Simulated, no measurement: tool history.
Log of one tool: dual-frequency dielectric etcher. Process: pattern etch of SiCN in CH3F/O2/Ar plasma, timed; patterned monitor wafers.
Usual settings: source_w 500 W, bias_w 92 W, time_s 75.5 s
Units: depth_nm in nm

run	hour	source_w	bias_w	time_s	wafers since the last listed run	hours since the last wet clean	hours since the last source power generator calibration	hours since the last bias power generator calibration	hours since the last upper electrode change	hours since the gauge calibration	read-back reference wafer on the same gauge, depth_nm	depth_nm
1	0	500	92	75.5	0	478.3	2959.9	1171.6	3152.1	1014.2	37.83	33.36
# hour 49.2: wet clean of the chamber
2	54.9	500	92	75.5	266	5.7	3014.8	1226.5	3207	1069.1	37.82	33.52
3	114	500	92	75.5	510	64.8	3073.9	1285.6	3266.1	1128.2	37.8	33.47
4	140	500	92	75.5	224	90.8	3099.9	1311.6	3292.1	1154.2	37.78	33.26
5	194.6	500	92	75.5	471	145.4	3154.5	1366.2	3346.7	1208.8	37.81	33.21
6	264.2	500	92	75.5	600	215	3224.1	1435.8	3416.3	1278.4	37.83	33.57
7	328.6	500	92	75.5	556	279.4	3288.5	1500.2	3480.7	1342.8	37.75	33.19
8	354.6	500	79	84.5	224	305.4	3314.5	1526.2	3506.7	1368.8	37.78	36.53
9	406.7	550	92	75.5	449	357.5	3366.6	1578.3	3558.8	1420.9	37.81	34.26
10	446.7	500	92	66.5	345	397.5	3406.6	1618.3	3598.8	1460.9	37.75	29.14
11	471.5	400	112	75.5	214	422.3	3431.4	1643.1	3623.6	1485.7	37.8	32.62
# hour 498.3: gauge calibrated
12	534.8	620	109	75.5	546	485.6	3494.7	1706.4	3686.9	36.5	37.73	36.84
# hour 571.1: wet clean of the chamber
13	571.9	440	109	56	113	0.8	3531.8	1743.5	3724	73.6	37.81	24.77
14	612.4	500	92	75.5	349	41.3	3572.3	1784	3764.5	114.1	37.82	33.53
# hour 664.6: upper electrode replaced
15	674	500	92	75.5	324	102.9	3633.9	1845.6	9.4	175.7	37.82	33.32
16	709.7	610	92	57.5	308	138.6	3669.6	1881.3	45.1	211.4	37.81	26.61
17	780.5	410	101	75.5	611	209.4	3740.4	1952.1	115.9	282.2	37.76	32.23
18	846.1	430	111	75.5	566	275	3806	2017.7	181.5	347.8	37.83	33.39
19	909.7	550	92	75.5	549	338.6	3869.6	2081.3	245.1	411.4	37.8	33.98
20	938.4	380	109	75.5	247	367.3	3898.3	2110	273.8	440.1	37.76	32.2
21	1005.1	500	92	89	575	434	3965	2176.7	340.5	506.8	37.82	39.07
# hour 1065.6: source power generator calibrated
22	1066.1	380	109	75.5	492	495	0.5	2237.7	401.5	567.8	37.81	32.09
# hour 1073.2: bias power generator calibrated
23	1094.8	500	101	75.5	213	523.7	29.2	21.6	430.2	596.5	37.84	33.86
24	1142.9	540	85	59	415	571.8	77.3	69.7	478.3	644.6	37.83	26.31
# hour 1187.3: wet clean of the chamber
25	1354.5	610	70	62	1619	167.2	288.9	281.3	689.9	856.2	37.8	27.4
26	1391.2	540	92	97	316	203.9	325.6	318	726.6	892.9	37.79	43.75
27	1435.2	500	99	90.5	379	247.9	369.6	362	770.6	936.9	37.82	40.47
28	1472.8	500	92	90.5	324	285.5	407.2	399.6	808.2	974.5	37.83	39.83
29	1525.2	500	92	75.5	452	337.9	459.6	452	860.6	1026.9	37.78	33.35
30	1577.2	500	92	75.5	449	389.9	511.6	504	912.6	1078.9	37.84	33.24
31	1642	500	74	90	559	454.7	576.4	568.8	977.4	1143.7	37.84	37.8

How the hidden state differs across the entries between the runs, from the last listed run before each to the first after it:
Between runs 1 and 2: wet clean of the chamber (hour 49.2)
  no hidden state differs between the two runs
Between runs 11 and 12: gauge calibrated (hour 498.3)
  no hidden state differs between the two runs
Between runs 12 and 13: wet clean of the chamber (hour 571.1)
  no hidden state differs between the two runs
Between runs 14 and 15: upper electrode replaced (hour 664.6)
  no hidden state differs between the two runs
Between runs 21 and 22: source power generator calibrated (hour 1065.6)
  no hidden state differs between the two runs
Between runs 22 and 23: bias power generator calibrated (hour 1073.2)
  no hidden state differs between the two runs
Between runs 24 and 25: wet clean of the chamber (hour 1187.3)
  no hidden state differs between the two runs
